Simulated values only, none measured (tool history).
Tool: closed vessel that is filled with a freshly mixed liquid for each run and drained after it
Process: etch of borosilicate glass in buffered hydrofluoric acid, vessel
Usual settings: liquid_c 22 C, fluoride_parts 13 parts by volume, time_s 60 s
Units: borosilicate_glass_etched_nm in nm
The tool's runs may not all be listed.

run   hour  liquid_c  fluoride_parts  time_s  read-back film thickness of the borosilicate glass reference wafer, read on the same gauge (nm)  borosilicate_glass_etched_nm
  1      0        22              13      60                                                                                               50                         50.85
  2   24.7        22              13      60                                                                                            49.97                         50.35
  3   41.4        22              13      60                                                                                            50.01                         49.94
  4   72.8        22              13      60                                                                                            50.01                         50.07
  5   93.7        22              13      60                                                                                               50                          50.6
  6  122.7        22              13      60                                                                                            49.99                         50.25
  7    141        22              13      60                                                                                               50                         50.01
  8  161.8        22              13      60                                                                                            49.98                         50.17
  9  190.4        22              13      60                                                                                            49.98                         49.54
 10  217.3        22              13      60                                                                                            50.01                          49.6
 11  232.2      24.5              13      60                                                                                            50.01                         56.96
 12  253.1      24.5              13      60                                                                                            49.99                         56.97
 13  286.8        22            14.5      60                                                                                            50.02                         45.02
 14  304.6        22            14.5      60                                                                                               50                         44.74
 15  330.7        22              13      60                                                                                               50                         49.47
     336.5  -- hydrofluoric acid flow meter replaced
 16  363.1        22              16      75                                                                                               50                         46.53
 17  381.1      24.5              13      60                                                                                            49.99                         52.27
 18    402        22              10      50                                                                                               50                          48.5
     404.3  -- thermometer replaced
 19  415.3        25             9.5      40                                                                                            50.03                         54.36
 20  440.8      17.5              13      60                                                                                               50                         40.48
 21  460.7      26.5              17      80                                                                                               50                         67.82
     462.3  -- gauge calibrated
 22  485.7      24.5              13      40                                                                                            50.01                          39.9
 23    519        22              13      60                                                                                            50.03                         52.45
 24  551.6        22              13      60                                                                                               50                         51.46
 25  573.7        27              15      85                                                                                               50                         83.56
 26  593.2        18            10.5      30                                                                                            49.99                         25.94
 27  614.9        19            15.5      75                                                                                            50.03                         46.35
 28  633.7        25              13      30                                                                                            50.01                         30.54
 29  647.1      19.5            17.5      45                                                                                            49.98                         25.28
 30  671.7        19              13      60                                                                                               50                          44.1

The tool's hidden state at each run:
gauge reads high (%): 0 in every run
H1: liquid colder than its thermometer reads (K)
H2: hydrofluoric acid flow above the setpoint (%)
run     H1    H2
  1   2.15  10.7
  2   2.19  10.8
  3   2.22  10.9
  4   2.27  11.1
  5   2.31  11.2
  6   2.36  11.3
  7   2.39  11.4
  8   2.42  11.5
  9   2.47  11.7
 10   2.52  11.8
 11   2.54  11.9
 12   2.58    12
 13   2.64  12.2
 14   2.67  12.3
 15   2.71  12.4
 16   2.77  2.92
 17    2.8  3.01
 18   2.83  3.12
 19  0.186  3.19
 20  0.229  3.33
 21  0.263  3.43
 22  0.306  3.56
 23  0.363  3.74
 24  0.418  3.91
 25  0.456  4.03
 26   0.49  4.13
 27  0.527  4.24
 28  0.559  4.34
 29  0.582  4.41
 30  0.624  4.54
